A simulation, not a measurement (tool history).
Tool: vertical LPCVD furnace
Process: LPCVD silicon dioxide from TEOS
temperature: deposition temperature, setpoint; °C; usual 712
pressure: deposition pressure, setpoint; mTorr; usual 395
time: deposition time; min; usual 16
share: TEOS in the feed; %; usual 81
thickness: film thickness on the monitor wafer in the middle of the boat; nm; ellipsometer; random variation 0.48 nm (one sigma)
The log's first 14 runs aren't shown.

run,hour,temperature,pressure,time,share,"read-back reference wafer on the same gauge, thickness",thickness
15,1092.3,701,370,19,66,214.8,144.96
16,1156.3,712,395,16,81,215.14,179.97
17,1221.3,712,395,18,81,214.97,203.8
18,1310.2,712,395,16,81,215.06,180.17
19,1367,712,395,16,81,215.03,180.73
# hour 1536.2: gauge calibrated
20,1631.4,712,395,16,81,214.96,181.39
21,1698.3,717,395,16,71,215.07,189.76
22,1761.2,721,395,20,81,215.09,276.23
23,1798.1,712,480,16,81,215.16,198.41
24,1834.3,712,395,21.5,81,214.85,243.98
25,1924.2,719,320,21,81,215.25,249.45
26,1978.5,712,395,16,81,214.94,179.75
27,2058.6,712,395,22,81,214.82,249.48
28,2147.3,719,465,16,94,214.91,247.9
29,2237.8,700,330,11.5,72,214.77,85.54
30,2290.4,712,395,17.5,81,214.91,199.03
31,2353.4,723,435,21.5,70,215.08,304.05

4 ways to go on from here, each from the tool as it stands after run 31. What would each give?
A,2357.9,712,395,16,92,?,?
B,2357.9,718,395,19,81,?,?
C,2357.9,719,300,19.5,91,?,?
D,2357.9,724,395,16,81,?,?

run,"read-back reference wafer on the same gauge, thickness",thickness
A,215.27,193.08
B,215.27,246.27
C,215.27,238.75
D,215.27,237.01
Without the tool's hidden state the same runs would have given:
run,thickness
A,190.88
B,243.51
C,236.08
D,234.38
